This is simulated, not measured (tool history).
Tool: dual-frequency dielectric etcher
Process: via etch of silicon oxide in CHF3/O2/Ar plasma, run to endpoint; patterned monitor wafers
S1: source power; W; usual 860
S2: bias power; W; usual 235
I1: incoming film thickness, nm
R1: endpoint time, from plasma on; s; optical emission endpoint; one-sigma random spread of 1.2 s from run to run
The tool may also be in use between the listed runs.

Run 1, hour 0.0: usual settings; I1 399.5. Result: R1 155.7 s.
Run 2, hour 60.0: usual settings; I1 402.7. Result: R1 157.4 s.
At hour 119.6: wet clean of the chamber.
Run 3, hour 120.1: usual settings but S1 940 W, S2 264 W; I1 400.4. Result: R1 151.0 s.
Run 4, hour 150.8: usual settings but S1 800 W; I1 403.5. Result: R1 168.3 s.
Run 5, hour 196.6: usual settings; I1 399.8. Result: R1 164.0 s.
Run 6, hour 222.7: usual settings; I1 398.4. Result: R1 160.3 s.
Run 7, hour 269.8: usual settings; I1 400.2. Result: R1 160.1 s.
Run 8, hour 315.3: usual settings; I1 404.1. Result: R1 162.1 s.
At hour 337.4: source power generator calibrated.
At hour 343.1: upper electrode replaced.
Run 9, hour 360.7: usual settings but S1 1020 W, S2 191 W; I1 400.9. Result: R1 165.4 s.
Run 10, hour 393.9: usual settings but S1 1020 W, S2 191 W; I1 399.6. Result: R1 161.7 s.
Run 11, hour 452.8: usual settings; I1 400.0. Result: R1 155.7 s.
Run 12, hour 505.7: usual settings but S1 1040 W, S2 195 W; I1 399.8. Result: R1 158.9 s.
Run 13, hour 536.1: usual settings but S1 690 W, S2 285 W; I1 405.5. Result: R1 157.9 s.
At hour 584.6: wet clean of the chamber.
At hour 587.4: bias power generator calibrated.
Run 14, hour 587.9: usual settings; I1 399.8. Result: R1 160.7 s.
Run 15, hour 637.6: usual settings but S1 770 W, S2 205 W; I1 402.7. Result: R1 177.5 s.
Run 16, hour 706.6: usual settings but S1 1020 W, S2 195 W; I1 397.8. Result: R1 160.6 s.
Run 17, hour 738.4: usual settings but S1 650 W, S2 192 W; I1 403.2. Result: R1 191.0 s.
Run 18, hour 790.5: usual settings but S1 1000 W, S2 265 W; I1 401.5. Result: R1 143.9 s.
Run 19, hour 854.3: usual settings but S1 660 W; I1 399.4. Result: R1 173.4 s.
Run 20, hour 907.9: usual settings but S1 970 W; I1 402.0. Result: R1 150.9 s.
Run 21, hour 934.8: usual settings; I1 401.1. Result: R1 154.9 s.
Run 22, hour 992.5: usual settings but S1 990 W, S2 178 W; I1 398.8. Result: R1 164.6 s.
At hour 1059.5: wet clean of the chamber.
Run 23, hour 1060.0: usual settings but S1 960 W, S2 208 W; I1 400.8. Result: R1 165.2 s.

Branching from run 23: 4 alternative next runs. What would each branch give?
Run A, hour 1060.5: usual settings; I1 398.2. Result: R1 ?.
Run B, hour 1060.5: usual settings but S2 272 W; I1 398.2. Result: R1 ?.
Run C, hour 1060.5: usual settings but S2 204 W; I1 398.2. Result: R1 ?.
Run D, hour 1060.5: usual settings but S2 277 W; I1 398.2. Result: R1 ?.

run     R1
  A  161.9
  B  152.9
  C  170.9
  D  151.8
Without the tool's hidden state the same runs would have given:
run     R1
  A  161.4
  B  152.4
  C  170.4
  D  151.3
